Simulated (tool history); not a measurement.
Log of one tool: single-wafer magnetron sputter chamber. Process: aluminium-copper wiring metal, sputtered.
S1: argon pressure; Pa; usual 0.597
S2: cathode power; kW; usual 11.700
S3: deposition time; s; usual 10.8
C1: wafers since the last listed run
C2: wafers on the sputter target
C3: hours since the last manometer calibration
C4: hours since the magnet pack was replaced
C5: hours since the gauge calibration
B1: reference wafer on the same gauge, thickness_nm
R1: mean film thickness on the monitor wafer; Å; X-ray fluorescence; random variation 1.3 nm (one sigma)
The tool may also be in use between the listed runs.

run   hour     S1      S2    S3   C1    C2      C3       C4     C5       B1       R1
  1    0.0  0.597  11.700  10.8    0  3266  1493.8  12594.7  118.3  190.043  2264.11
  2   30.0  0.597   9.450   9.3  794  4060  1523.8  12624.7  148.3  190.065  1679.74
  3   44.1  0.597   9.450   9.3  373  4433  1537.9  12638.8  162.4  189.872  1680.33
  4   72.3  0.597   9.450   9.3  746  5180  1566.1  12667.0  190.6  190.172  1659.25
  5   97.7  0.597  11.700  10.8  672  5852  1591.5  12692.4  216.0  190.120  2260.95
  6  116.3  0.597  11.700  10.8  492  6345  1610.1  12711.0  234.6  190.093  2260.92
     148.2  -- sputter target and shields replaced
  7  149.6  0.597  11.700  10.8  669    37  1643.4  12744.3  267.9  190.078  2256.07
     169.7  -- magnet pack replaced
  8  182.4  0.820   8.800   9.6  656   693  1676.2     12.7  300.7  190.166  1462.07
     196.4  -- gauge calibrated
  9  201.1  0.597  12.800   9.5  495  1188  1694.9     31.4    4.7  189.980  2127.04
 10  220.6  0.597   9.450   9.3  516  1705  1714.4     50.9   24.2  190.023  1666.62

The next listed run, before its measurement:
     230.7  -- capacitance manometer re-zeroed and calibrated
 11  248.5  0.597  13.800  10.2  526  2231  17.8  78.8  52.1   ?   ?

Run 11 gave B1 189.929, R1 2455.80 Å.
Without the tool's hidden state the same run would have given R1 2455.80 Å.

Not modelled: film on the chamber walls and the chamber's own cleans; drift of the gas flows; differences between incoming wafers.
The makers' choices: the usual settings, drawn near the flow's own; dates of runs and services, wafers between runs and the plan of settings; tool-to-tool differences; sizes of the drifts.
